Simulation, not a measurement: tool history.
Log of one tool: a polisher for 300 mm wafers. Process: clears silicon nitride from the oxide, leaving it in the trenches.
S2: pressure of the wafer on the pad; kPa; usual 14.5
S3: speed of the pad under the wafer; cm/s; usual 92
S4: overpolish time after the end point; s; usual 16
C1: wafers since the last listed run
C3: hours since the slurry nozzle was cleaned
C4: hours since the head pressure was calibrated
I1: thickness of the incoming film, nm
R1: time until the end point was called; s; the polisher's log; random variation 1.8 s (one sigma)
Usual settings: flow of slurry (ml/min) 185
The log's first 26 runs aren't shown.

run 27 hour=376 | flow_of_slurry_(ml/min)=245 S2=10.3 S3=68 S4=8 | C1=57 wafers_polished_on_this_pad=258 C3=162.3 C4=228.8 | I1=85 | R1=186.1
run 28 hour=392.8 | flow_of_slurry_(ml/min)=185 S2=14.5 S3=92 S4=16 | C1=123 wafers_polished_on_this_pad=381 C3=179.1 C4=245.6 | I1=84.7 | R1=109.5
run 29 hour=434.5 | flow_of_slurry_(ml/min)=135 S2=11.7 S3=92 S4=13 | C1=305 wafers_polished_on_this_pad=687 C3=220.8 C4=287.3 | I1=85.3 | R1=136.9
run 30 hour=449.4 | flow_of_slurry_(ml/min)=185 S2=16.5 S3=92 S4=25 | C1=109 wafers_polished_on_this_pad=796 C3=235.7 C4=302.2 | I1=83.9 | R1=102.3
run 31 hour=456.6 | flow_of_slurry_(ml/min)=220 S2=17.9 S3=72 S4=16 | C1=52 wafers_polished_on_this_pad=849 C3=242.9 C4=309.4 | I1=84.8 | R1=121.1
run 32 hour=472.6 | flow_of_slurry_(ml/min)=185 S2=14.5 S3=106 S4=16 | C1=117 wafers_polished_on_this_pad=966 C3=258.9 C4=325.4 | I1=84.1 | R1=105.4
run 33 hour=482.1 | flow_of_slurry_(ml/min)=245 S2=11.7 S3=70 S4=16 | C1=69 wafers_polished_on_this_pad=1036 C3=268.4 C4=334.9 | I1=85 | R1=187.3
-- hour=486.5 worn pad replaced by a new one
run 34 hour=492 | flow_of_slurry_(ml/min)=205 S2=14.5 S3=92 S4=13 | C1=43 wafers_polished_on_this_pad=40 C3=278.3 C4=344.8 | I1=85.5 | R1=105.7
run 35 hour=503.9 | flow_of_slurry_(ml/min)=140 S2=11 S3=92 S4=24 | C1=87 wafers_polished_on_this_pad=127 C3=290.2 C4=356.7 | I1=84.9 | R1=139.6
run 36 hour=517.7 | flow_of_slurry_(ml/min)=185 S2=15.9 S3=92 S4=16 | C1=101 wafers_polished_on_this_pad=228 C3=304 C4=370.5 | I1=85.5 | R1=100.9
run 37 hour=545.7 | flow_of_slurry_(ml/min)=185 S2=14.5 S3=92 S4=16 | C1=205 wafers_polished_on_this_pad=433 C3=332 C4=398.5 | I1=84.7 | R1=107.6
run 38 hour=560.3 | flow_of_slurry_(ml/min)=220 S2=10.3 S3=114 S4=16 | C1=107 wafers_polished_on_this_pad=540 C3=346.6 C4=413.1 | I1=85.6 | R1=116.4

Forecast each of these 3 alternatives for the next run:
run A hour=560.8 | flow_of_slurry_(ml/min)=185 S2=14.5 S3=60 S4=16 | C1=3 wafers_polished_on_this_pad=544 C3=347.1 C4=413.6 | I1=84.1 | R1=?
run B hour=560.8 | flow_of_slurry_(ml/min)=120 S2=17.9 S3=70 S4=21 | C1=3 wafers_polished_on_this_pad=544 C3=347.1 C4=413.6 | I1=84.1 | R1=?
run C hour=560.8 | flow_of_slurry_(ml/min)=230 S2=14.5 S3=102 S4=22 | C1=3 wafers_polished_on_this_pad=544 C3=347.1 C4=413.6 | I1=84.1 | R1=?

run=A R1=167.8
run=B R1=127.9
run=C R1=96.2
Without the tool's hidden state the same runs would have given:
run=A R1=176.2
run=B R1=134.2
run=C R1=101
